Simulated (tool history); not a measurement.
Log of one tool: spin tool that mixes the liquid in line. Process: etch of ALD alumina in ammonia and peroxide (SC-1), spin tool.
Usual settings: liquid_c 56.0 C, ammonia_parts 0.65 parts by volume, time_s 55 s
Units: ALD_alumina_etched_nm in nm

run	hour	liquid_c	ammonia_parts	time_s	wafers since the last listed run	hours since the thermometer was replaced	hours since the ammonia flow meter was replaced	hours since the heated supply line was repaired	hours since the drum of ammonia solution was connected	hours since the gauge calibration	read-back film thickness of the ALD alumina reference wafer, read on the same gauge (nm)	ALD_alumina_etched_nm
1	0.0	56.0	0.90	55	0	1676.0	2098.6	1457.8	302.9	236.2	90.52	5.59
2	23.2	64.0	0.65	55	207	1699.2	2121.8	1481.0	326.1	259.4	90.66	8.18
3	55.1	64.0	0.65	55	284	1731.1	2153.7	1512.9	358.0	291.3	90.86	8.18
# hour 59.8: thermometer replaced
# hour 60.8: heated supply line repaired
# hour 67.6: gauge calibrated
4	68.7	60.5	0.75	55	103	8.9	2167.3	7.9	371.6	1.1	90.17	6.90
5	84.9	60.5	0.75	55	144	25.1	2183.5	24.1	387.8	17.3	90.18	6.87
# hour 93.8: new drum of ammonia solution connected
6	98.8	56.0	0.65	55	115	39.0	2197.4	38.0	5.0	31.2	90.19	5.39
7	117.6	56.0	0.65	55	167	57.8	2216.2	56.8	23.8	50.0	90.19	5.39
8	133.1	56.0	0.65	55	138	73.3	2231.7	72.3	39.3	65.5	90.21	5.40
9	159.1	56.0	0.65	55	232	99.3	2257.7	98.3	65.3	91.5	90.29	5.37
10	184.8	61.5	0.65	70	229	125.0	2283.4	124.0	91.0	117.2	90.32	9.11
11	207.5	56.0	0.65	55	202	147.7	2306.1	146.7	113.7	139.9	90.39	5.37
12	238.6	56.0	0.65	55	277	178.8	2337.2	177.8	144.8	171.0	90.43	5.43
13	251.8	52.5	0.75	35	117	192.0	2350.4	191.0	158.0	184.2	90.53	2.89
14	264.1	52.5	0.80	75	109	204.3	2362.7	203.3	170.3	196.5	90.54	6.23
15	290.1	60.0	0.85	70	232	230.3	2388.7	229.3	196.3	222.5	90.69	8.76
16	306.9	56.0	0.65	55	149	247.1	2405.5	246.1	213.1	239.3	90.73	5.44
# hour 308.5: ammonia flow meter replaced
17	324.2	64.0	0.85	40	145	264.4	15.7	263.4	230.4	256.6	90.85	6.10
18	356.3	51.5	0.65	55	286	296.5	47.8	295.5	262.5	288.7	91.05	4.27
# hour 368.6: gauge calibrated
19	370.8	56.0	0.65	25	129	311.0	62.3	310.0	277.0	2.2	89.88	2.44
20	389.8	52.0	0.40	75	169	330.0	81.3	329.0	296.0	21.2	89.90	5.65
21	405.6	56.0	0.65	75	141	345.8	97.1	344.8	311.8	37.0	89.93	7.33
# hour 437.0: new drum of ammonia solution connected
22	438.2	56.0	0.90	55	282	378.4	129.7	377.4	1.2	69.6	89.96	5.54
23	461.8	60.5	0.75	55	210	402.0	153.3	401.0	24.8	93.2	89.99	6.88
24	478.5	56.0	0.55	80	149	418.7	170.0	417.7	41.5	109.9	90.03	7.68

5 ways to go on from here, each from the tool as it stands after run 24. What would each give?
A	478.9	56.0	0.65	55	3	419.1	170.4	418.1	41.9	110.3	?	?
B	478.9	58.5	0.90	85	3	419.1	170.4	418.1	41.9	110.3	?	?
C	478.9	56.0	0.45	55	3	419.1	170.4	418.1	41.9	110.3	?	?
D	478.9	59.0	0.65	75	3	419.1	170.4	418.1	41.9	110.3	?	?
E	478.9	66.0	0.65	30	3	419.1	170.4	418.1	41.9	110.3	?	?

run	read-back film thickness of the ALD alumina reference wafer, read on the same gauge (nm)	ALD_alumina_etched_nm
A	90.03	5.43
B	90.03	9.86
C	90.03	5.24
D	90.03	8.66
E	90.03	4.93
Without the tool's hidden state the same runs would have given:
run	ALD_alumina_etched_nm
A	5.43
B	9.86
C	5.24
D	8.66
E	4.93
